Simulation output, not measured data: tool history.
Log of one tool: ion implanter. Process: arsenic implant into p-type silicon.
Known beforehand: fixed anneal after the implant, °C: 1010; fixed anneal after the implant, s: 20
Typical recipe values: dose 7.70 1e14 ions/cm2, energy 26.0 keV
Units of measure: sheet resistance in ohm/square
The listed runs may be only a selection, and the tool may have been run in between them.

run	hour	dose	energy	wafers since the last listed run	hours since the last dose calibration	hours since the extraction supply was calibrated	hours since the gauge calibration	read-back reference wafer on the same gauge, sheet resistance	sheet resistance
1	0.0	9.30	22.5	0	200.3	2421.0	214.0	113.07	120.84
2	13.7	8.58	22.0	299	214.0	2434.7	227.7	113.04	127.73
3	48.2	8.58	22.0	753	248.5	2469.2	262.2	112.97	127.83
4	71.5	8.46	26.0	509	271.8	2492.5	285.5	112.90	125.12
5	105.7	8.46	26.0	747	306.0	2526.7	319.7	112.98	124.92
6	139.6	8.46	26.0	740	339.9	2560.6	353.6	113.04	125.84
# hour 158.0: gauge calibrated
7	169.8	6.44	23.0	659	370.1	2590.8	11.8	113.05	156.38
8	190.7	8.65	26.0	456	391.0	2611.7	32.7	112.85	124.40
9	224.1	8.65	26.0	729	424.4	2645.1	66.1	112.98	124.91
10	238.3	8.65	26.0	310	438.6	2659.3	80.3	112.96	125.33
11	272.5	7.70	26.0	747	472.8	2693.5	114.5	113.16	136.02
# hour 310.3: Faraday cup replaced and dose calibrated
12	310.8	7.70	23.0	662	0.5	2731.8	152.8	112.97	135.10
13	409.2	8.59	26.0	2150	98.9	2830.2	251.2	112.93	122.73
14	423.6	6.75	26.0	314	113.3	2844.6	265.6	112.90	145.31
15	452.6	8.86	17.5	633	142.3	2873.6	294.6	112.98	131.67
16	487.4	8.81	21.0	760	177.1	2908.4	329.4	112.98	127.18
# hour 505.4: extraction supply calibrated
17	505.9	7.70	26.0	229	195.6	0.5	347.9	112.95	133.22
18	518.2	7.70	26.0	268	207.9	12.8	360.2	113.08	133.48
# hour 534.1: gauge calibrated
19	544.6	8.98	26.0	576	234.3	39.2	10.5	113.16	119.61
20	559.5	5.72	20.5	325	249.2	54.1	25.4	113.18	171.64
21	594.0	5.50	29.5	753	283.7	88.6	59.9	112.99	167.39
22	614.9	7.70	26.0	456	304.6	109.5	80.8	112.92	133.83
23	646.9	7.70	26.0	699	336.6	141.5	112.8	112.90	134.10
24	669.3	7.70	26.0	489	359.0	163.9	135.2	113.07	134.50
25	684.1	9.44	35.0	323	373.8	178.7	150.0	112.90	110.59
26	701.7	8.81	31.5	384	391.4	196.3	167.6	113.00	118.12

What the log doesn't show, run by run:
deviation of the true energy from its setpoint, %: 0 across all the runs
gauge reads high (%): 0 across all the runs
H1: deviation of the true dose from the Faraday cup's reading, %
run	H1
1	-0.835
2	-0.933
3	-1.21
4	-1.42
5	-1.76
6	-2.14
7	-2.51
8	-2.79
9	-3.26
10	-3.47
11	-4.01
12	-0.541
13	-0.71
14	-0.763
15	-0.892
16	-1.08
17	-1.2
18	-1.29
19	-1.49
20	-1.62
21	-1.94
22	-2.15
23	-2.5
24	-2.77
25	-2.96
26	-3.19
